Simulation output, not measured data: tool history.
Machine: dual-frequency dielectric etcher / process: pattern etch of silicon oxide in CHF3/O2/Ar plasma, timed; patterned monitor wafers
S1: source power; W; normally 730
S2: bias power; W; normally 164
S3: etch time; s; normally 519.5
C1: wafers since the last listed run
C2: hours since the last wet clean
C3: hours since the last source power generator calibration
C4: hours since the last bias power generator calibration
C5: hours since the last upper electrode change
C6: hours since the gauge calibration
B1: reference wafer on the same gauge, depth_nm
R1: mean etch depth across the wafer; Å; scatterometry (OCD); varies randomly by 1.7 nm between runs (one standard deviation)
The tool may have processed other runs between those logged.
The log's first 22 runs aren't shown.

| run | hour | S1 | S2 | S3 | C1 | C2 | C3 | C4 | C5 | C6 | B1 | R1 |
|---|---|---|---|---|---|---|---|---|---|---|---|---|
| 23 | 621.2 | 800 | 164 | 629 | 89 | 315.8 | 163.3 | 309.5 | 94.5 | 280 | 1209.9 | 14061 |
| 24 | 655.9 | 730 | 164 | 519.5 | 149 | 350.5 | 198 | 344.2 | 129.2 | 314.7 | 1210.2 | 11253 |
| 25 | 668.5 | 730 | 164 | 420 | 54 | 363.1 | 210.6 | 356.8 | 141.8 | 327.3 | 1209.9 | 9086 |
| 26 | 682.4 | 730 | 190 | 574.5 | 60 | 377 | 224.5 | 370.7 | 155.7 | 341.2 | 1210.1 | 13012 |
| 27 | 705.2 | 730 | 164 | 471.5 | 98 | 399.8 | 247.3 | 393.5 | 178.5 | 364 | 1209.9 | 10204 |
| 28 | 718.5 | 730 | 186 | 446 | 57 | 413.1 | 260.6 | 406.8 | 191.8 | 377.3 | 1209.9 | 10068 |
|  | 774.6 | wet clean of the chamber |
| 29 | 775.1 | 830 | 193 | 624.5 | 140 | 0.5 | 317.2 | 463.4 | 248.4 | 433.9 | 1210.2 | 14739 |
| 30 | 784.4 | 890 | 185 | 648 | 40 | 9.8 | 326.5 | 472.7 | 257.7 | 443.2 | 1210 | 15501 |

Branching from run 30: 4 alternative next runs. What would each branch give?
| A | 785 | 730 | 164 | 519.5 | 2 | 10.4 | 327.1 | 473.3 | 258.3 | 443.8 | ? | ? |
| B | 785 | 900 | 146 | 431 | 2 | 10.4 | 327.1 | 473.3 | 258.3 | 443.8 | ? | ? |
| C | 785 | 840 | 164 | 452 | 2 | 10.4 | 327.1 | 473.3 | 258.3 | 443.8 | ? | ? |
| D | 785 | 790 | 164 | 519.5 | 2 | 10.4 | 327.1 | 473.3 | 258.3 | 443.8 | ? | ? |

| run | B1 | R1 |
|---|---|---|
| A | 1210.3 | 11182 |
| B | 1210.3 | 9688 |
| C | 1210.3 | 10238 |
| D | 1210.3 | 11507 |
With the hidden condition removed and each run's random variation left untouched, the same runs would have given:
| run | R1 |
|---|---|
| A | 11185 |
| B | 9690 |
| C | 10241 |
| D | 11510 |

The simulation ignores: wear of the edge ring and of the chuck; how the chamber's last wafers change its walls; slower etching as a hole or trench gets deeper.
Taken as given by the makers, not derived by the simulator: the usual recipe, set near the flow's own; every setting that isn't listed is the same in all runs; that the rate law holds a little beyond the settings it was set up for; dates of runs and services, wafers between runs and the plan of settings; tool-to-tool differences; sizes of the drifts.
